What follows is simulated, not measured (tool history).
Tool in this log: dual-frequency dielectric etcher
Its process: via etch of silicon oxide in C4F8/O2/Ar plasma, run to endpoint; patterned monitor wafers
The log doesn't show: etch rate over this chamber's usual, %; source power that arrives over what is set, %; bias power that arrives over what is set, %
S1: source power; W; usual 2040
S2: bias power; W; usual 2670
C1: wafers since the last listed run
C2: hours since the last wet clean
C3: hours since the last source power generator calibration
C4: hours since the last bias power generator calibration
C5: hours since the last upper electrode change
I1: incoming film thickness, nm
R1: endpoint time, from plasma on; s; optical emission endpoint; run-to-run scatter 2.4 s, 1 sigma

run 1 hour=0 | S1=2040 S2=2670 | C1=0 C2=394.7 C3=1579.9 C4=3414 C5=4046.8 | I1=2204 | R1=409.3
run 2 hour=9.7 | S1=2040 S2=2670 | C1=34 C2=404.4 C3=1589.6 C4=3423.7 C5=4056.5 | I1=2216.9 | R1=404.9
run 3 hour=18.4 | S1=2040 S2=2670 | C1=31 C2=413.1 C3=1598.3 C4=3432.4 C5=4065.2 | I1=2215.3 | R1=408.6
run 4 hour=32.5 | S1=2040 S2=2670 | C1=50 C2=427.2 C3=1612.4 C4=3446.5 C5=4079.3 | I1=2236.3 | R1=408.1
run 5 hour=47.9 | S1=2040 S2=2670 | C1=55 C2=442.6 C3=1627.8 C4=3461.9 C5=4094.7 | I1=2191.5 | R1=403
-- hour=56.3 bias power generator calibrated
run 6 hour=58.1 | S1=2040 S2=2670 | C1=22 C2=452.8 C3=1638 C4=1.8 C5=4104.9 | I1=2229.7 | R1=412.2
run 7 hour=68.5 | S1=2040 S2=2670 | C1=37 C2=463.2 C3=1648.4 C4=12.2 C5=4115.3 | I1=2211.1 | R1=410.7
run 8 hour=75.8 | S1=2040 S2=2670 | C1=26 C2=470.5 C3=1655.7 C4=19.5 C5=4122.6 | I1=2246.3 | R1=414.3
run 9 hour=86.6 | S1=1930 S2=3152 | C1=38 C2=481.3 C3=1666.5 C4=30.3 C5=4133.4 | I1=2228.8 | R1=410.9
run 10 hour=101.4 | S1=1930 S2=3152 | C1=53 C2=496.1 C3=1681.3 C4=45.1 C5=4148.2 | I1=2225 | R1=416
run 11 hour=115.4 | S1=2040 S2=2670 | C1=50 C2=510.1 C3=1695.3 C4=59.1 C5=4162.2 | I1=2229.1 | R1=415
run 12 hour=121.8 | S1=2040 S2=2670 | C1=22 C2=516.5 C3=1701.7 C4=65.5 C5=4168.6 | I1=2207.1 | R1=409.3
run 13 hour=138.1 | S1=1780 S2=2975 | C1=58 C2=532.8 C3=1718 C4=81.8 C5=4184.9 | I1=2202.2 | R1=429.4
-- hour=170.7 wet clean of the chamber
run 14 hour=171.2 | S1=2040 S2=2361 | C1=32 C2=0.5 C3=1751.1 C4=114.9 C5=4218 | I1=2233.2 | R1=401.3
run 15 hour=171.6 | S1=2040 S2=2670 | C1=1 C2=0.9 C3=1751.5 C4=115.3 C5=4218.4 | I1=2235.4 | R1=394.1
run 16 hour=175.8 | S1=2040 S2=2670 | C1=15 C2=5.1 C3=1755.7 C4=119.5 C5=4222.6 | I1=2214.7 | R1=393.8
run 17 hour=185.6 | S1=2040 S2=2670 | C1=35 C2=14.9 C3=1765.5 C4=129.3 C5=4232.4 | I1=2198.4 | R1=393.8
-- hour=216.5 upper electrode replaced
run 18 hour=217 | S1=2040 S2=2670 | C1=26 C2=46.3 C3=1796.9 C4=160.7 C5=0.5 | I1=2238.9 | R1=400.1
run 19 hour=217.4 | S1=2040 S2=2861 | C1=1 C2=46.7 C3=1797.3 C4=161.1 C5=0.9 | I1=2204.2 | R1=385.9
run 20 hour=221.7 | S1=2040 S2=2670 | C1=15 C2=51 C3=1801.6 C4=165.4 C5=5.2 | I1=2233.3 | R1=399.3
run 21 hour=230.7 | S1=1750 S2=2670 | C1=32 C2=60 C3=1810.6 C4=174.4 C5=14.2 | I1=2226.8 | R1=427.8
run 22 hour=247.6 | S1=1860 S2=2243 | C1=60 C2=76.9 C3=1827.5 C4=191.3 C5=31.1 | I1=2199.2 | R1=421.6
run 23 hour=260.1 | S1=2170 S2=3091 | C1=44 C2=89.4 C3=1840 C4=203.8 C5=43.6 | I1=2236.5 | R1=380.3
-- hour=267.4 source power generator calibrated
run 24 hour=269.1 | S1=2040 S2=2670 | C1=17 C2=98.4 C3=1.7 C4=212.8 C5=52.6 | I1=2188.2 | R1=392.5
run 25 hour=281.6 | S1=1640 S2=2389 | C1=44 C2=110.9 C3=14.2 C4=225.3 C5=65.1 | I1=2231.6 | R1=457.3
run 26 hour=290.7 | S1=1580 S2=2057 | C1=32 C2=120 C3=23.3 C4=234.4 C5=74.2 | I1=2208.8 | R1=471.9
run 27 hour=302.7 | S1=1910 S2=2873 | C1=43 C2=132 C3=35.3 C4=246.4 C5=86.2 | I1=2190.7 | R1=403.4
run 28 hour=314.2 | S1=2040 S2=2335 | C1=41 C2=143.5 C3=46.8 C4=257.9 C5=97.7 | I1=2209.1 | R1=407.6
run 29 hour=329.9 | S1=1590 S2=2670 | C1=56 C2=159.2 C3=62.5 C4=273.6 C5=113.4 | I1=2239.4 | R1=459.2
run 30 hour=345.1 | S1=1660 S2=3000 | C1=54 C2=174.4 C3=77.7 C4=288.8 C5=128.6 | I1=2214.4 | R1=440.7
run 31 hour=353.5 | S1=2040 S2=2970 | C1=30 C2=182.8 C3=86.1 C4=297.2 C5=137 | I1=2198.6 | R1=391.7
run 32 hour=377.1 | S1=1620 S2=2992 | C1=84 C2=206.4 C3=109.7 C4=320.8 C5=160.6 | I1=2199.6 | R1=437.3
run 33 hour=391.5 | S1=1860 S2=3249 | C1=51 C2=220.8 C3=124.1 C4=335.2 C5=175 | I1=2233.7 | R1=413.9
run 34 hour=408.3 | S1=2040 S2=2670 | C1=60 C2=237.6 C3=140.9 C4=352 C5=191.8 | I1=2207 | R1=399.6
run 35 hour=417.2 | S1=1830 S2=2893 | C1=31 C2=246.5 C3=149.8 C4=360.9 C5=200.7 | I1=2210.2 | R1=413.9
run 36 hour=433.5 | S1=2300 S2=2320 | C1=58 C2=262.8 C3=166.1 C4=377.2 C5=217 | I1=2232.5 | R1=389.9

Run-by-run hidden state of the tool:
source power that arrives over what is set, %: 0 in every run
bias power that arrives over what is set, %: 0 in every run
H1: etch rate over this chamber's usual, %
run=1 H1=-3.26
run=2 H1=-3.34
run=3 H1=-3.42
run=4 H1=-3.55
run=5 H1=-3.69
run=6 H1=-3.78
run=7 H1=-3.88
run=8 H1=-3.95
run=9 H1=-4.04
run=10 H1=-4.18
run=11 H1=-4.31
run=12 H1=-4.36
run=13 H1=-4.51
run=14 H1=-0.0315
run=15 H1=-0.0352
run=16 H1=-0.0734
run=17 H1=-0.163
run=18 H1=-0.448
run=19 H1=-0.452
run=20 H1=-0.491
run=21 H1=-0.573
run=22 H1=-0.727
run=23 H1=-0.841
run=24 H1=-0.922
run=25 H1=-1.04
run=26 H1=-1.12
run=27 H1=-1.23
run=28 H1=-1.33
run=29 H1=-1.48
run=30 H1=-1.61
run=31 H1=-1.69
run=32 H1=-1.91
run=33 H1=-2.04
run=34 H1=-2.19
run=35 H1=-2.27
run=36 H1=-2.42
